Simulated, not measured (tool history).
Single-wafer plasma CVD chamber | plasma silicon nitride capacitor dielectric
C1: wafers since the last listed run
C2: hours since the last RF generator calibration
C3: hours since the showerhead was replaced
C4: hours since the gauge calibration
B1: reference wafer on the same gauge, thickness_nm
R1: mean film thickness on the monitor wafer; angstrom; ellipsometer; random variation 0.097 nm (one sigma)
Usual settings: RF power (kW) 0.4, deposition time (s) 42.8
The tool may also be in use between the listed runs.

{"run": 1, "day": 0.0, "RF power (kW)": 0.345, "deposition time (s)": 42.8, "C1": 0, "C2": 1673, "C3": 7396, "C4": 219.3, "B1": 68.207, "R1": 590.52}
{"run": 2, "day": 0.35, "RF power (kW)": 0.345, "deposition time (s)": 42.8, "C1": 199, "C2": 1681.4, "C3": 7404.4, "C4": 227.7, "B1": 68.211, "R1": 588.91}
{"run": 3, "day": 1.042, "RF power (kW)": 0.345, "deposition time (s)": 42.8, "C1": 394, "C2": 1698, "C3": 7421, "C4": 244.3, "B1": 68.229, "R1": 592.1}
{"run": 4, "day": 1.767, "RF power (kW)": 0.4, "deposition time (s)": 42.8, "C1": 413, "C2": 1715.4, "C3": 7438.4, "C4": 261.7, "B1": 68.207, "R1": 625.73}
{"run": 5, "day": 2.183, "RF power (kW)": 0.4, "deposition time (s)": 45.2, "C1": 237, "C2": 1725.4, "C3": 7448.4, "C4": 271.7, "B1": 68.211, "R1": 659.26}
{"run": 6, "day": 2.617, "RF power (kW)": 0.4, "deposition time (s)": 45.2, "C1": 247, "C2": 1735.8, "C3": 7458.8, "C4": 282.1, "B1": 68.233, "R1": 657.97}
{"run": 7, "day": 2.892, "RF power (kW)": 0.4, "deposition time (s)": 45.2, "C1": 156, "C2": 1742.4, "C3": 7465.4, "C4": 288.7, "B1": 68.228, "R1": 660.1}
{"run": 8, "day": 3.342, "RF power (kW)": 0.44, "deposition time (s)": 42.8, "C1": 256, "C2": 1753.2, "C3": 7476.2, "C4": 299.5, "B1": 68.194, "R1": 647.75}
{"run": 9, "day": 3.667, "RF power (kW)": 0.44, "deposition time (s)": 42.8, "C1": 185, "C2": 1761, "C3": 7484, "C4": 307.3, "B1": 68.23, "R1": 646}
{"run": 10, "day": 3.95, "RF power (kW)": 0.4, "deposition time (s)": 40.6, "C1": 161, "C2": 1767.8, "C3": 7490.8, "C4": 314.1, "B1": 68.213, "R1": 591.6}
{"run": 11, "day": 4.317, "RF power (kW)": 0.4, "deposition time (s)": 40.6, "C1": 209, "C2": 1776.6, "C3": 7499.6, "C4": 322.9, "B1": 68.229, "R1": 593.25}
{"run": 12, "day": 4.8, "RF power (kW)": 0.435, "deposition time (s)": 42.8, "C1": 275, "C2": 1788.2, "C3": 7511.2, "C4": 334.5, "B1": 68.242, "R1": 642.06}
{"run": 13, "day": 5.088, "RF power (kW)": 0.4, "deposition time (s)": 42.8, "C1": 164, "C2": 1795.1, "C3": 7518.1, "C4": 341.4, "B1": 68.205, "R1": 625.57}
{"run": 14, "day": 5.521, "RF power (kW)": 0.4, "deposition time (s)": 42.8, "C1": 247, "C2": 1805.5, "C3": 7528.5, "C4": 351.8, "B1": 68.202, "R1": 624.18}
{"run": 15, "day": 5.95, "RF power (kW)": 0.38, "deposition time (s)": 42.8, "C1": 244, "C2": 1815.8, "C3": 7538.8, "C4": 362.1, "B1": 68.223, "R1": 610.82}
{"run": 16, "day": 6.258, "RF power (kW)": 0.4, "deposition time (s)": 48.1, "C1": 175, "C2": 1823.2, "C3": 7546.2, "C4": 369.5, "B1": 68.212, "R1": 701.94}
{"run": 17, "day": 6.633, "RF power (kW)": 0.4, "deposition time (s)": 48.1, "C1": 214, "C2": 1832.2, "C3": 7555.2, "C4": 378.5, "B1": 68.171, "R1": 698.36}
{"run": 18, "day": 7.312, "RF power (kW)": 0.4, "deposition time (s)": 48.1, "C1": 387, "C2": 1848.5, "C3": 7571.5, "C4": 394.8, "B1": 68.219, "R1": 699.67}
{"run": 19, "day": 8.012, "RF power (kW)": 0.445, "deposition time (s)": 46.7, "C1": 399, "C2": 1865.3, "C3": 7588.3, "C4": 411.6, "B1": 68.24, "R1": 706.84}
{"run": 20, "day": 8.262, "RF power (kW)": 0.445, "deposition time (s)": 46.7, "C1": 142, "C2": 1871.3, "C3": 7594.3, "C4": 417.6, "B1": 68.197, "R1": 706.77}
{"run": 21, "day": 8.896, "RF power (kW)": 0.4, "deposition time (s)": 42.8, "C1": 361, "C2": 1886.5, "C3": 7609.5, "C4": 432.8, "B1": 68.174, "R1": 622.57}
{"run": 22, "day": 9.554, "RF power (kW)": 0.33, "deposition time (s)": 40.6, "C1": 375, "C2": 1902.3, "C3": 7625.3, "C4": 448.6, "B1": 68.222, "R1": 549.44}
{"run": 23, "day": 9.812, "RF power (kW)": 0.4, "deposition time (s)": 42.8, "C1": 147, "C2": 1908.5, "C3": 7631.5, "C4": 454.8, "B1": 68.235, "R1": 621.84}
{"run": 24, "day": 10.154, "RF power (kW)": 0.46, "deposition time (s)": 38.4, "C1": 194, "C2": 1916.7, "C3": 7639.7, "C4": 463, "B1": 68.177, "R1": 587.24}
{"run": 25, "day": 10.8, "RF power (kW)": 0.335, "deposition time (s)": 45.2, "C1": 368, "C2": 1932.2, "C3": 7655.2, "C4": 478.5, "B1": 68.164, "R1": 613.18}
{"day": 11.488, "done": "showerhead replaced"}
{"run": 26, "day": 11.508, "RF power (kW)": 0.4, "deposition time (s)": 42.8, "C1": 214, "C2": 1949.2, "C3": 0.5, "C4": 495.5, "B1": 68.226, "R1": 622.36}
{"run": 27, "day": 11.896, "RF power (kW)": 0.475, "deposition time (s)": 35.5, "C1": 221, "C2": 1958.5, "C3": 9.8, "C4": 504.8, "B1": 68.192, "R1": 548.77}
{"day": 11.896, "done": "gauge calibrated"}
{"run": 28, "day": 12.462, "RF power (kW)": 0.43, "deposition time (s)": 50, "C1": 323, "C2": 1972.1, "C3": 23.4, "C4": 13.6, "B1": 68.214, "R1": 746.89}
{"run": 29, "day": 12.725, "RF power (kW)": 0.4, "deposition time (s)": 42.8, "C1": 149, "C2": 1978.4, "C3": 29.7, "C4": 19.9, "B1": 68.197, "R1": 623.67}
{"run": 30, "day": 13.225, "RF power (kW)": 0.455, "deposition time (s)": 37.9, "C1": 285, "C2": 1990.4, "C3": 41.7, "C4": 31.9, "B1": 68.166, "R1": 578.77}
{"run": 31, "day": 13.833, "RF power (kW)": 0.45, "deposition time (s)": 35.3, "C1": 347, "C2": 2005, "C3": 56.3, "C4": 46.5, "B1": 68.198, "R1": 534.83}
{"run": 32, "day": 14.183, "RF power (kW)": 0.4, "deposition time (s)": 40.6, "C1": 199, "C2": 2013.4, "C3": 64.7, "C4": 54.9, "B1": 68.186, "R1": 588.62}
{"run": 33, "day": 14.729, "RF power (kW)": 0.34, "deposition time (s)": 42.8, "C1": 311, "C2": 2026.5, "C3": 77.8, "C4": 68, "B1": 68.162, "R1": 584.43}
{"day": 15.175, "done": "RF generator calibrated"}
{"run": 34, "day": 15.35, "RF power (kW)": 0.4, "deposition time (s)": 42.8, "C1": 164, "C2": 4.2, "C3": 92.7, "C4": 82.9, "B1": 68.203, "R1": 645.73}
{"run": 35, "day": 15.783, "RF power (kW)": 0.4, "deposition time (s)": 42.8, "C1": 247, "C2": 14.6, "C3": 103.1, "C4": 93.3, "B1": 68.169, "R1": 645.53}
{"run": 36, "day": 16.5, "RF power (kW)": 0.44, "deposition time (s)": 37.2, "C1": 408, "C2": 31.8, "C3": 120.3, "C4": 110.5, "B1": 68.192, "R1": 582.18}
{"run": 37, "day": 17.2, "RF power (kW)": 0.4, "deposition time (s)": 42.8, "C1": 399, "C2": 48.6, "C3": 137.1, "C4": 127.3, "B1": 68.219, "R1": 645.17}
{"run": 38, "day": 17.583, "RF power (kW)": 0.42, "deposition time (s)": 34.4, "C1": 218, "C2": 57.8, "C3": 146.3, "C4": 136.5, "B1": 68.2, "R1": 527.12}
{"run": 39, "day": 18.171, "RF power (kW)": 0.4, "deposition time (s)": 34.6, "C1": 335, "C2": 71.9, "C3": 160.4, "C4": 150.6, "B1": 68.205, "R1": 520.98}
{"run": 40, "day": 18.454, "RF power (kW)": 0.355, "deposition time (s)": 38.2, "C1": 161, "C2": 78.7, "C3": 167.2, "C4": 157.4, "B1": 68.18, "R1": 549.55}
{"run": 41, "day": 19.029, "RF power (kW)": 0.43, "deposition time (s)": 42.8, "C1": 328, "C2": 92.5, "C3": 181, "C4": 171.2, "B1": 68.203, "R1": 661.25}

Forecast each of these 3 alternatives for the next run:
{"run": "A", "day": 19.046, "RF power (kW)": 0.4, "deposition time (s)": 34.9, "C1": 9, "C2": 92.9, "C3": 181.4, "C4": 171.6, "B1": "?", "R1": "?"}
{"run": "B", "day": 19.046, "RF power (kW)": 0.335, "deposition time (s)": 42.8, "C1": 9, "C2": 92.9, "C3": 181.4, "C4": 171.6, "B1": "?", "R1": "?"}
{"run": "C", "day": 19.046, "RF power (kW)": 0.445, "deposition time (s)": 36.9, "C1": 9, "C2": 92.9, "C3": 181.4, "C4": 171.6, "B1": "?", "R1": "?"}

run=A B1=68.217 R1=527.89
run=B B1=68.217 R1=605.19
run=C B1=68.217 R1=580.41
Without the tool's hidden state the same runs would have given:
run=A R1=528.74
run=B R1=606.17
run=C R1=581.35

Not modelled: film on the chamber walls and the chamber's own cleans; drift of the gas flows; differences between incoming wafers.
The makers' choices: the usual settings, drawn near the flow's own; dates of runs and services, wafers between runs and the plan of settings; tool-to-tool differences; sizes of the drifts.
